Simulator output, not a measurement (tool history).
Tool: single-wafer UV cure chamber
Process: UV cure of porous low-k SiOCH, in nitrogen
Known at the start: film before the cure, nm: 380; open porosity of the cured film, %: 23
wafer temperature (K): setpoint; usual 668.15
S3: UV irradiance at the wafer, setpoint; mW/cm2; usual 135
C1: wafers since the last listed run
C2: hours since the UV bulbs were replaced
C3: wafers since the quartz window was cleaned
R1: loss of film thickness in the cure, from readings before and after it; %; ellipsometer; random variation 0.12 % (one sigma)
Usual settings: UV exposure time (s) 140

Run 1, hour 0.0: usual settings but wafer temperature (K) 682.15; C1 0; C2 598.6; C3 3890. Result: R1 10.107 %.
Run 2, hour 10.9: usual settings; C1 42; C2 609.5; C3 3933. Result: R1 10.036 %.
Run 3, hour 59.5: usual settings; C1 191; C2 658.1; C3 4124. Result: R1 10.027 %.
Run 4, hour 72.3: usual settings; C1 50; C2 670.9; C3 4174. Result: R1 9.845 %.
Run 5, hour 88.0: usual settings but S3 157 mW/cm2; C1 61; C2 686.6; C3 4236. Result: R1 10.571 %.
Run 6, hour 102.9: usual settings but S3 157 mW/cm2; C1 58; C2 701.5; C3 4295. Result: R1 10.469 %.
Run 7, hour 117.0: usual settings; C1 55; C2 715.6; C3 4350. Result: R1 9.697 %.
At hour 135.8: quartz window cleaned.
Run 8, hour 136.3: usual settings; C1 44; C2 734.9; C3 2. Result: R1 9.793 %.
Run 9, hour 141.7: usual settings but S3 117 mW/cm2; C1 21; C2 740.3; C3 23. Result: R1 8.879 %.
Run 10, hour 154.7: usual settings; C1 51; C2 753.3; C3 74. Result: R1 9.601 %.
Run 11, hour 161.1: usual settings; C1 25; C2 759.7; C3 99. Result: R1 9.709 %.
Run 12, hour 175.5: usual settings; C1 56; C2 774.1; C3 156. Result: R1 9.732 %.
Run 13, hour 185.0: usual settings; C1 37; C2 783.6; C3 193. Result: R1 9.670 %.
Run 14, hour 192.0: usual settings; C1 27; C2 790.6; C3 221. Result: R1 9.598 %.
Run 15, hour 208.7: usual settings but UV exposure time (s) 90, S3 107 mW/cm2; C1 65; C2 807.3; C3 287. Result: R1 6.589 %.
Run 16, hour 219.8: usual settings; C1 43; C2 818.4; C3 330. Result: R1 9.707 %.
Run 17, hour 228.5: usual settings; C1 34; C2 827.1; C3 365. Result: R1 9.553 %.
Run 18, hour 238.5: usual settings but S3 151 mW/cm2; C1 39; C2 837.1; C3 404. Result: R1 10.330 %.
Run 19, hour 256.3: usual settings; C1 70; C2 854.9; C3 474. Result: R1 9.665 %.
Run 20, hour 264.1: usual settings; C1 30; C2 862.7; C3 505. Result: R1 9.625 %.
At hour 276.0: UV bulbs replaced.
Run 21, hour 277.3: usual settings; C1 20; C2 1.3; C3 525. Result: R1 12.117 %.

Run 22 comes next. What will it give?
Run 22, hour 285.3: usual settings but wafer temperature (K) 681.15, S3 124 mW/cm2; C1 31; C2 9.3; C3 557. Result: R1 ?.

{"run 22": {"R1": 12.092}}
Without the tool's hidden state the same run would have given R1 12.673 %.
